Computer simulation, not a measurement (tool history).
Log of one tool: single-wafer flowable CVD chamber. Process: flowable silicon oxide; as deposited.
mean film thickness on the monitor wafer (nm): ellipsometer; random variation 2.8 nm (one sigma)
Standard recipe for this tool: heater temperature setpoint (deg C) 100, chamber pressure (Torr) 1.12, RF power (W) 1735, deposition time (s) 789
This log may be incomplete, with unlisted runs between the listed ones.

run	hour	heater temperature setpoint (deg C)	chamber pressure (Torr)	RF power (W)	deposition time (s)	wafers since the last listed run	hours since the last thermocouple change	hours since the last RF generator calibration	hours since the last manometer calibration	hours since the showerhead was replaced	hours since the gauge calibration	read-back reference wafer on the same gauge, thickness_nm	mean film thickness on the monitor wafer (nm)
1	0.0	100	1.12	1485	789	0	2420.9	1965.4	2042.6	2645.6	614.7	758.020	771.149
2	15.3	100	1.12	1485	789	25	2436.2	1980.7	2057.9	2660.9	630.0	758.218	779.255
3	51.1	100	1.12	1735	789	59	2472.0	2016.5	2093.7	2696.7	665.8	759.363	807.673
4	81.4	100	1.12	1735	789	50	2502.3	2046.8	2124.0	2727.0	696.1	758.174	806.260
5	98.2	100	1.12	1735	789	27	2519.1	2063.6	2140.8	2743.8	712.9	758.097	810.934
6	112.2	100	1.12	1735	789	23	2533.1	2077.6	2154.8	2757.8	726.9	757.299	805.024
7	128.6	100	1.12	1735	789	27	2549.5	2094.0	2171.2	2774.2	743.3	758.678	815.096
8	154.6	100	1.12	1735	789	43	2575.5	2120.0	2197.2	2800.2	769.3	757.844	816.288
9	190.2	100	1.12	1735	789	59	2611.1	2155.6	2232.8	2835.8	804.9	758.115	815.852
10	206.7	100	1.12	1735	789	27	2627.6	2172.1	2249.3	2852.3	821.4	758.090	814.239
11	247.2	100	1.12	1735	789	67	2668.1	2212.6	2289.8	2892.8	861.9	759.573	817.077
# hour 257.2: RF generator calibrated
# hour 268.3: showerhead replaced
12	268.8	92	1.31	1435	887	9	2689.7	11.6	2311.4	0.5	883.5	759.082	1261.907
# hour 271.6: gauge calibrated
13	278.7	100	1.31	1585	707	16	2699.6	21.5	2321.3	10.4	7.1	757.257	814.331
14	304.5	100	1.35	1735	872	42	2725.4	47.3	2347.1	36.2	32.9	757.606	1050.664

Predict the results of run 15:
15	327.4	100	1.12	1735	864	38	2748.3	70.2	2370.0	59.1	55.8	?	?

{"run 15": {"read-back reference wafer on the same gauge, thickness_nm": 758.004, "mean film thickness on the monitor wafer (nm)": 900.486}}
With the hidden condition absent and the run-to-run variation left alone, this run would have shown mean film thickness on the monitor wafer (nm) 759.655.

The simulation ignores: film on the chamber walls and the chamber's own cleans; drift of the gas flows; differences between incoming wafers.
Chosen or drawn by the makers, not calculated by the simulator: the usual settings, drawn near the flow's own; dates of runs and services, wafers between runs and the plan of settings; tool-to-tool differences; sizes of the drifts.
